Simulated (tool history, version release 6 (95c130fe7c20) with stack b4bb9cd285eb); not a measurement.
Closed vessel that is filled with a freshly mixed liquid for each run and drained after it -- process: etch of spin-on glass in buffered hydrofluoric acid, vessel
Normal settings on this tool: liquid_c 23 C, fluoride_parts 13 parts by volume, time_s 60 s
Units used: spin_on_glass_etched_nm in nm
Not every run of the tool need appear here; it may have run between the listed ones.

run,hour,liquid_c,fluoride_parts,time_s,"read-back film thickness of the spin-on glass reference wafer, read on the same gauge (nm)",spin_on_glass_etched_nm
1,0,23,11.5,60,119.19,150.01
2,50,23,11.5,60,118.96,149.02
3,101.7,23,13,60,118.69,131.73
4,126.9,23,13,60,118.53,130.61
5,296.6,23,13,60,117.33,131.6
6,325.2,23,13,60,117.11,129.15
7,365.9,23,13,60,116.76,130.11
8,437.5,23,13,60,116.06,128.22
9,467.3,23,13,40,115.76,85.22
10,534.2,23,13,60,115.07,127.31
# hour 545: gauge calibrated
11,580.6,23,13,60,119.78,133.87
12,643.4,19,8.5,40,119.71,106.85
13,688.4,24.5,13,60,119.65,144.62

For run 14, what comes out?
14,752.1,23,15.5,70,?,?

read-back film thickness of the spin-on glass reference wafer, read on the same gauge (nm): 119.53
spin_on_glass_etched_nm: 129.34 nm
The same run, on a tool lacking any hidden state, would have yielded spin_on_glass_etched_nm 129.85 nm.
